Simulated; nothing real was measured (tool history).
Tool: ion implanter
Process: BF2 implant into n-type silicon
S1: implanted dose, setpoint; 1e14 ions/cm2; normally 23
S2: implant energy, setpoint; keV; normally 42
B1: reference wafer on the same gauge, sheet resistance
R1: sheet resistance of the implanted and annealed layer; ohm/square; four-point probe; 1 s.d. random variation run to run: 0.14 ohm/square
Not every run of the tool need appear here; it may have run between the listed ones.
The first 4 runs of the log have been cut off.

| run | day | S1 | S2 | B1 | R1 |
|---|---|---|---|---|---|
| 5 | 2.604 | 23 | 42 | 84.19 | 92.21 |
| 6 | 3.125 | 23 | 42 | 84.16 | 91.76 |
| 7 | 3.642 | 23 | 42 | 84.19 | 92.22 |
| 8 | 4.075 | 23 | 42 | 84.2 | 91.97 |
| 9 | 4.383 | 23 | 42 | 84.15 | 91.54 |
| 10 | 5.117 | 27.45 | 42 | 84.21 | 89.98 |
| 11 | 5.454 | 27.45 | 42 | 84.24 | 89.75 |
| 12 | 6.121 | 27.45 | 42 | 84.23 | 89.86 |
| 13 | 6.4 | 23 | 42 | 84.17 | 91.76 |
| 14 | 6.808 | 23 | 42 | 84.2 | 91.71 |
| 15 | 7.225 | 23 | 42 | 84.22 | 91.73 |
|  | 7.638 | Faraday cup replaced and dose calibrated |
| 16 | 7.967 | 23 | 42 | 84.14 | 91.99 |
| 17 | 8.592 | 23 | 42 | 84.17 | 92.16 |
| 18 | 9.238 | 27.45 | 42 | 84.27 | 89.99 |
|  | 9.321 | gauge calibrated |
| 19 | 9.717 | 23 | 42 | 84.24 | 91.84 |
| 20 | 10.167 | 16.76 | 49 | 84.16 | 93.12 |
| 21 | 10.658 | 16.14 | 55.5 | 84.13 | 90.73 |
| 22 | 11.371 | 23 | 34.5 | 84.27 | 99.99 |
| 23 | 11.804 | 27.12 | 53 | 84.28 | 79.66 |
| 24 | 12.333 | 19.05 | 31 | 84.21 | 107.41 |
|  | 13.075 | extraction supply calibrated |
| 25 | 13.096 | 17.6 | 47.5 | 84.25 | 92.93 |
| 26 | 13.517 | 25.09 | 28.5 | 84.19 | 107.61 |
| 27 | 14.012 | 17.22 | 49 | 84.15 | 92.09 |
| 28 | 15.129 | 23 | 36 | 84.27 | 98.13 |

Run 29 has not been measured yet. What should we expect?
| 29 | 15.804 | 20.96 | 53 | ? | ? |

B1: 84.16
R1: 84.44 ohm/square
Minus the tool's unlogged condition, the same run would have read R1 84.44 ohm/square.
